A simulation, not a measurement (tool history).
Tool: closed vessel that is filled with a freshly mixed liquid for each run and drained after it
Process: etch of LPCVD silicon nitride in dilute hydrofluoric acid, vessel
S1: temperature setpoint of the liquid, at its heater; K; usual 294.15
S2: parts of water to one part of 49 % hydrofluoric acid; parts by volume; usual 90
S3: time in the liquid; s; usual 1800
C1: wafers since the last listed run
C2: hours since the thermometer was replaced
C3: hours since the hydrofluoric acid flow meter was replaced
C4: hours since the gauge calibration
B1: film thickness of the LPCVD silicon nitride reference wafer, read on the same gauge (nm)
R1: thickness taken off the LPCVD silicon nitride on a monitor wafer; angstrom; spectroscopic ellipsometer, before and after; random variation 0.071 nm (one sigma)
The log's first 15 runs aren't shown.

run,hour,S1,S2,S3,C1,C2,C3,C4,B1,R1
16,580.1,294.15,90,1800,598,343.2,1524.4,299.0,50.01,100.6
17,606.7,294.15,90,1800,910,369.8,1551.0,325.6,49.99,100.1
# hour 628.9: hydrofluoric acid flow meter replaced
18,641.2,294.15,90,1475,1146,404.3,12.3,360.1,49.98,82.9
19,672.4,291.65,75,1140,1067,435.5,43.5,391.3,49.96,63.6
20,702.0,294.15,125,2635,1012,465.1,73.1,420.9,50.01,106.5
21,721.6,294.15,90,1800,670,484.7,92.7,440.5,50.02,99.5
22,753.5,294.15,90,1800,1091,516.6,124.6,472.4,50.00,100.4
23,766.7,294.15,90,1800,451,529.8,137.8,485.6,50.01,99.4
24,786.4,298.15,135,2310,674,549.5,157.5,505.3,49.99,111.5
25,817.6,294.15,90,1800,1067,580.7,188.7,536.5,50.00,100.3
26,893.3,294.15,90,2325,2589,656.4,264.4,612.2,50.00,129.5
27,912.2,297.65,70,2490,646,675.3,283.3,631.1,50.01,222.1
28,940.6,294.15,90,1800,971,703.7,311.7,659.5,50.00,98.6
29,974.9,294.15,60,1800,1173,738.0,346.0,693.8,49.98,146.7
30,1000.4,294.15,90,2455,872,763.5,371.5,719.3,49.99,134.8
31,1025.2,292.15,65,2425,848,788.3,396.3,744.1,50.00,160.3
32,1053.0,290.15,60,1500,951,816.1,424.1,771.9,50.02,92.4

Forecast each of these 4 alternatives for the next run:
A,1054.2,292.65,90,1800,41,817.3,425.3,773.1,?,?
B,1054.2,298.15,50,1205,41,817.3,425.3,773.1,?,?
C,1054.2,292.65,65,1360,41,817.3,425.3,773.1,?,?
D,1054.2,296.15,135,1485,41,817.3,425.3,773.1,?,?

run,B1,R1
A,50.00,90.4
B,50.00,156.3
C,50.00,93.8
D,50.00,63.4
Without the tool's hidden state the same runs would have given:
run,R1
A,90.4
B,156.3
C,93.8
D,63.4
